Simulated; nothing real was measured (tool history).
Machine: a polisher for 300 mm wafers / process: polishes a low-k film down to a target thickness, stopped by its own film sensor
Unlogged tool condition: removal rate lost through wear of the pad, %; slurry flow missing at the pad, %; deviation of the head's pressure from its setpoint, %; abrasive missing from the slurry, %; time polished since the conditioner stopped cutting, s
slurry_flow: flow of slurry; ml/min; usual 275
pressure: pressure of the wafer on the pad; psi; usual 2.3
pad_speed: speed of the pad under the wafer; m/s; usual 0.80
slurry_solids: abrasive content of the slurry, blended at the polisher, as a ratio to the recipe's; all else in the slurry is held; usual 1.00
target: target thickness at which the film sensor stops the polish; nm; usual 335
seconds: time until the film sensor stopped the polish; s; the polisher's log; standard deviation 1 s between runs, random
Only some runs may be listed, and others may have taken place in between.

run	hour	slurry_flow	pressure	pad_speed	slurry_solids	target	wafers since the last listed run	wafers polished on this pad	hours since the slurry nozzle was cleaned	hours since the head pressure was calibrated	hours since the slurry blender was calibrated	hours since the conditioning disc was replaced	incoming thickness of the incoming film, nm	seconds
1	0.0	275	2.3	0.74	1.00	331	0	440	204.9	560.1	238.9	299.5	360.6	81.5
# hour 67.8: conditioning disc replaced and pad reconditioned
2	81.5	275	2.3	0.74	1.00	331	973	1414	286.4	641.6	320.4	13.7	361.2	81.8
# hour 111.8: slurry blender recalibrated
3	162.8	275	2.3	0.74	1.00	331	971	2385	367.7	722.9	51.0	95.0	358.0	73.0
4	269.8	275	2.3	0.80	1.00	335	1310	3695	474.7	829.9	158.0	202.0	357.0	57.4
# hour 325.8: worn pad replaced by a new one
5	326.3	275	2.3	0.80	1.00	335	642	6	531.2	886.4	214.5	258.5	354.7	53.1
6	374.2	275	2.3	0.80	1.00	335	586	593	579.1	934.3	262.4	306.4	361.2	70.1
7	462.2	275	2.3	0.80	1.00	335	1077	1670	667.1	1022.3	350.4	394.4	359.1	64.6
# hour 482.0: slurry nozzle cleaned
# hour 487.2: conditioning disc replaced and pad reconditioned
# hour 528.4: slurry blender recalibrated
# hour 680.4: worn pad replaced by a new one, of another model than before
# hour 740.7: head pressure recalibrated
8	741.2	275	2.3	0.80	1.00	335	3282	719	259.2	0.5	212.8	254.0	359.0	61.1
9	792.4	240	2.3	0.98	1.00	335	627	1346	310.4	51.7	264.0	305.2	361.1	57.0
# hour 851.7: conditioning disc replaced and pad reconditioned
# hour 868.3: slurry blender recalibrated
10	873.6	275	2.3	0.80	1.00	335	945	2292	391.6	132.9	5.3	21.9	359.2	64.1
11	912.2	275	2.3	0.80	1.00	335	472	2765	430.2	171.5	43.9	60.5	355.8	54.6
12	1009.8	275	2.3	0.80	1.00	335	1195	3960	527.8	269.1	141.5	158.1	359.3	68.0
# hour 1044.2: worn pad replaced by a new one
13	1082.7	275	2.3	0.72	1.00	335	843	471	600.7	342.0	214.4	231.0	365.5	92.5
14	1172.6	275	2.3	0.80	1.00	335	1101	1572	690.6	431.9	304.3	320.9	352.9	51.4
15	1230.8	350	2.3	0.98	0.80	327	712	2285	748.8	490.1	362.5	379.1	360.0	90.2
# hour 1246.1: slurry nozzle cleaned
# hour 1246.6: slurry blender recalibrated
# hour 1264.5: conditioning disc replaced and pad reconditioned
16	1266.9	275	2.6	0.90	0.80	331	398	2684	20.8	526.2	20.3	2.4	357.0	61.4
17	1371.4	275	2.3	0.98	1.00	335	1279	3964	125.3	630.7	124.8	106.9	357.9	50.0
# hour 1415.7: worn pad replaced by a new one
18	1435.5	275	2.3	0.80	1.00	335	736	243	189.4	694.8	188.9	171.0	360.7	66.2
19	1488.6	275	2.3	0.80	1.25	335	650	893	242.5	747.9	242.0	224.1	364.5	70.0
20	1567.3	275	2.3	0.80	1.00	335	963	1857	321.2	826.6	320.7	302.8	358.1	60.8
# hour 1594.6: slurry blender recalibrated
# hour 1641.6: conditioning disc replaced and pad reconditioned
21	1725.1	275	2.3	0.80	1.00	335	1883	3740	479.0	984.4	130.5	83.5	358.8	63.4
22	1781.1	275	2.3	0.74	1.00	331	685	4426	535.0	1040.4	186.5	139.5	367.7	106.8
# hour 1838.0: worn pad replaced by a new one
23	1840.3	275	2.8	0.80	1.00	329	676	28	594.2	1099.6	245.7	198.7	353.0	58.3
# hour 1851.4: slurry nozzle cleaned
24	1884.6	340	1.5	0.80	1.00	342	530	558	33.2	1143.9	290.0	243.0	359.7	58.0

How would selected steps in seconds from run to run divide? Give the signed amount a tool lacking its hidden state would still show from settings, what came in and random variation, and the signed amount left for the hidden state, including any gauge scatter that is not in both of the compared results.
Run 14 -> 15: slurry_flow 275 -> 350, pad_speed 0.80 -> 0.98, slurry_solids 1.00 -> 0.80, target 335 -> 327. seconds +38.8 s: hidden state +7.6, all else +31.2.
Run 15 -> 16: slurry_flow 350 -> 275, pressure 2.3 -> 2.6, pad_speed 0.98 -> 0.90, target 327 -> 331, slurry nozzle cleaned, slurry blender recalibrated, conditioning disc replaced and pad reconditioned. seconds -28.8 s: hidden state -14.4, all else -14.4.
Run 21 -> 22: pad_speed 0.80 -> 0.74, target 335 -> 331. seconds +43.4 s: hidden state +4.6, all else +38.8.
Run 22 -> 23: pressure 2.3 -> 2.8, pad_speed 0.74 -> 0.80, target 331 -> 329, worn pad replaced by a new one. seconds -48.5 s: hidden state -2.0, all else -46.5.
